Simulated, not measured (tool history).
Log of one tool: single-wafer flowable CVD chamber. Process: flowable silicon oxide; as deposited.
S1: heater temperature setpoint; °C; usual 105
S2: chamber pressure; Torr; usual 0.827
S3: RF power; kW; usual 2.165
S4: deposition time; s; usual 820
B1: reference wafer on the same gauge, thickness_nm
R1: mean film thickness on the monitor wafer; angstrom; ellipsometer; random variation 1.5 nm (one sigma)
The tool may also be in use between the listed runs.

{"run": 1, "hour": 0.0, "S1": 105, "S2": 0.827, "S3": 2.165, "S4": 820, "B1": 439.313, "R1": 4754.3}
{"run": 2, "hour": 94.2, "S1": 105, "S2": 0.827, "S3": 2.165, "S4": 820, "B1": 440.93, "R1": 4724.91}
{"run": 3, "hour": 199.9, "S1": 105, "S2": 0.827, "S3": 2.165, "S4": 913, "B1": 440.674, "R1": 5254.88}
{"run": 4, "hour": 236.4, "S1": 105, "S2": 0.827, "S3": 2.165, "S4": 913, "B1": 439.602, "R1": 5249.99}
{"run": 5, "hour": 312.9, "S1": 105, "S2": 0.827, "S3": 2.165, "S4": 913, "B1": 439.599, "R1": 5220.59}
{"run": 6, "hour": 400.6, "S1": 105, "S2": 0.827, "S3": 2.165, "S4": 874, "B1": 440.537, "R1": 5051.99}
{"run": 7, "hour": 437.9, "S1": 105, "S2": 0.827, "S3": 2.165, "S4": 874, "B1": 439.124, "R1": 5021.23}
{"run": 8, "hour": 486.3, "S1": 105, "S2": 0.827, "S3": 2.165, "S4": 874, "B1": 439.813, "R1": 5010.75}
{"run": 9, "hour": 561.0, "S1": 105, "S2": 0.827, "S3": 2.165, "S4": 820, "B1": 439.884, "R1": 4692.88}
{"run": 10, "hour": 616.1, "S1": 105, "S2": 0.827, "S3": 2.165, "S4": 820, "B1": 439.541, "R1": 4678.82}
{"hour": 701.8, "done": "capacitance manometer re-zeroed and calibrated"}
{"run": 11, "hour": 702.3, "S1": 105, "S2": 0.827, "S3": 2.165, "S4": 820, "B1": 439.746, "R1": 4574.25}
{"hour": 755.8, "done": "thermocouple changed; heater temperature recalibrated"}
{"run": 12, "hour": 799.3, "S1": 105, "S2": 0.827, "S3": 1.99, "S4": 820, "B1": 440.529, "R1": 4730.35}
{"run": 13, "hour": 897.2, "S1": 105, "S2": 0.827, "S3": 2.165, "S4": 820, "B1": 440.11, "R1": 4811.1}
{"run": 14, "hour": 990.8, "S1": 105, "S2": 0.827, "S3": 2.165, "S4": 820, "B1": 440.351, "R1": 4791.45}
{"run": 15, "hour": 1096.5, "S1": 105, "S2": 0.827, "S3": 2.165, "S4": 874, "B1": 440.061, "R1": 5114.78}
{"run": 16, "hour": 1177.0, "S1": 105, "S2": 0.704, "S3": 1.785, "S4": 734, "B1": 440.609, "R1": 3482.42}
{"run": 17, "hour": 1226.8, "S1": 92, "S2": 0.669, "S3": 2.165, "S4": 820, "B1": 439.43, "R1": 6325.26}
{"hour": 1238.4, "done": "RF generator calibrated"}
{"run": 18, "hour": 1266.5, "S1": 120, "S2": 1.007, "S3": 2.28, "S4": 862, "B1": 439.532, "R1": 3628.0}
{"run": 19, "hour": 1302.8, "S1": 105, "S2": 0.827, "S3": 2.165, "S4": 820, "B1": 440.222, "R1": 4758.49}
{"run": 20, "hour": 1341.5, "S1": 118, "S2": 0.706, "S3": 2.35, "S4": 820, "B1": 439.945, "R1": 2589.45}
{"run": 21, "hour": 1446.9, "S1": 105, "S2": 0.827, "S3": 2.165, "S4": 820, "B1": 440.137, "R1": 4774.55}
{"run": 22, "hour": 1611.2, "S1": 92, "S2": 0.827, "S3": 2.165, "S4": 690, "B1": 440.705, "R1": 6543.13}
{"hour": 1632.0, "done": "showerhead replaced"}
{"run": 23, "hour": 1718.0, "S1": 105, "S2": 0.827, "S3": 2.165, "S4": 820, "B1": 440.041, "R1": 4749.08}
{"hour": 1731.6, "done": "gauge calibrated"}
{"hour": 1755.0, "done": "thermocouple changed; heater temperature recalibrated"}
{"run": 24, "hour": 1818.3, "S1": 95, "S2": 0.827, "S3": 1.895, "S4": 820, "B1": 440.74, "R1": 6923.38}
{"run": 25, "hour": 1892.3, "S1": 105, "S2": 0.722, "S3": 1.88, "S4": 820, "B1": 440.2, "R1": 4151.25}
{"hour": 1974.5, "done": "capacitance manometer re-zeroed and calibrated"}
{"run": 26, "hour": 1999.3, "S1": 105, "S2": 0.695, "S3": 1.975, "S4": 820, "B1": 440.521, "R1": 3879.06}
{"run": 27, "hour": 2103.1, "S1": 105, "S2": 0.827, "S3": 2.555, "S4": 968, "B1": 439.667, "R1": 5714.34}
{"run": 28, "hour": 2185.7, "S1": 105, "S2": 0.827, "S3": 2.165, "S4": 820, "B1": 439.934, "R1": 4718.0}

Some steps in R1 between neighbouring runs. How much of each would the tool show without its hidden state too (settings, what came in, random variation), and how much is left for the hidden state, with any gauge scatter that isn't in both results?
The hidden state here: wafer temperature above the value expected at the setpoint (K); delivered RF power above the setpoint (%); true pressure above the setpoint (%); gauge reads high (%).
Run 11 -> 12: S3 2.165 -> 1.990, thermocouple changed; heater temperature recalibrated. R1 +156.10 angstrom: hidden state +246.26, all else -90.16.
Run 16 -> 17: S1 105 -> 92, S2 0.704 -> 0.669, S3 1.785 -> 2.165, S4 734 -> 820. R1 +2842.84 angstrom: hidden state +29.55, all else +2813.29.
Run 23 -> 24: S1 105 -> 95, S3 2.165 -> 1.895, gauge calibrated, thermocouple changed; heater temperature recalibrated. R1 +2174.30 angstrom: hidden state +246.28, all else +1928.02.
Run 24 -> 25: S1 95 -> 105, S2 0.827 -> 0.722, S3 1.895 -> 1.880. R1 -2772.13 angstrom: hidden state -102.93, all else -2669.20.

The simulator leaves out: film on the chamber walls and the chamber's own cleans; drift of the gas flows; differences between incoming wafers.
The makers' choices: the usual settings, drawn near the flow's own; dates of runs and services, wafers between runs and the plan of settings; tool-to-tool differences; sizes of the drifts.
